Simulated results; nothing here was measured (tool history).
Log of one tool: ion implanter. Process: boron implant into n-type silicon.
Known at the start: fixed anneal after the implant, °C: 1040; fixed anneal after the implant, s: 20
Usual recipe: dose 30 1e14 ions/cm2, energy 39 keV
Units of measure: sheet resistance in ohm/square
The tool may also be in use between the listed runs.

run    hour   dose  energy  wafers since the last listed run  hours since the last dose calibration  hours since the extraction supply was calibrated  hours since the gauge calibration  read-back reference wafer on the same gauge, sheet resistance  sheet resistance
  1       0     30      39                                 0                                  334.6                                            5244.9                              760.1                                                           56.4             47.36
  2   114.1     30      39                              1787                                  448.7                                              5359                              874.2                                                          56.37             47.89
  3   183.1     30      39                              1080                                  517.7                                              5428                              943.2                                                          56.44             47.51
  4   240.5  28.18      39                               899                                  575.1                                            5485.4                             1000.6                                                          56.37             49.27
  5   275.7     30      39                               551                                  610.3                                            5520.6                             1035.8                                                          56.39             47.39
  6   327.5     30      39                               811                                  662.1                                            5572.4                             1087.6                                                          56.35             47.76
  7   382.4     30      39                               859                                    717                                            5627.3                             1142.5                                                          56.39             47.45
      404.2  -- extraction supply calibrated
      408.6  -- Faraday cup replaced and dose calibrated
  8   433.4     30      39                               604                                   24.8                                              29.2                             1193.5                                                          56.44             47.44
  9   499.3  23.25      50                              1032                                   90.7                                              95.1                             1259.4                                                          56.39             55.55
      537.7  -- gauge calibrated
 10   567.1  23.25      50                              1062                                  158.5                                             162.9                               29.4                                                          56.42              55.3
 11   601.4  23.25      50                               537                                  192.8                                             197.2                               63.7                                                          56.43              55.1
 12   654.3     30      39                               828                                  245.7                                             250.1                              116.6                                                          56.36              47.1
 13   706.7  36.83      39                               820                                  298.1                                             302.5                                169                                                          56.39             42.24
 14   744.6  24.77      43                               593                                    336                                             340.4                              206.9                                                          56.43             53.42
 15   776.7     25      49                               502                                  368.1                                             372.5                                239                                                          56.41             52.83
 16   821.3  23.25      50                               698                                  412.7                                             417.1                              283.6                                                          56.42              55.3
 17   875.1     30      46                               842                                  466.5                                             470.9                              337.4                                                          56.37             46.12
 18   934.5  23.72    29.5                               930                                  525.9                                             530.3                              396.8                                                           56.4             58.66
 19   959.6  25.07      39                               393                                    551                                             555.4                              421.9                                                          56.38             53.74
 20  1029.4  21.79      28                              1093                                  620.8                                             625.2                              491.7                                                          56.39             62.73
 21  1085.7  24.75    25.5                               881                                  677.1                                             681.5                                548                                                          56.39             58.65
 22  1152.8     30      39                              1051                                  744.2                                             748.6                              615.1                                                          56.35             47.72
     1181.7  -- Faraday cup replaced and dose calibrated
 23  1214.1  37.55    49.5                               834                                   32.4                                             809.9                              676.4                                                          56.34             39.76

What if the next run were any one of these 3? Each begins from the tool's condition after run 23:
  A  1214.5  23.16      39                                 6                                   32.8                                             810.3                              676.8                                                              ?                 ?
  B  1214.5  22.45      49                                 6                                   32.8                                             810.3                              676.8                                                              ?                 ?
  C  1214.5   22.8      39                                 6                                   32.8                                             810.3                              676.8                                                              ?                 ?

run  read-back reference wafer on the same gauge, sheet resistance  sheet resistance
  A                                                          56.39             56.98
  B                                                          56.39             56.96
  C                                                          56.39             57.68
The same runs, with their run-to-run variation unchanged, on a tool lacking any hidden condition would have given:
run  sheet resistance
  A             56.98
  B             56.96
  C             57.68

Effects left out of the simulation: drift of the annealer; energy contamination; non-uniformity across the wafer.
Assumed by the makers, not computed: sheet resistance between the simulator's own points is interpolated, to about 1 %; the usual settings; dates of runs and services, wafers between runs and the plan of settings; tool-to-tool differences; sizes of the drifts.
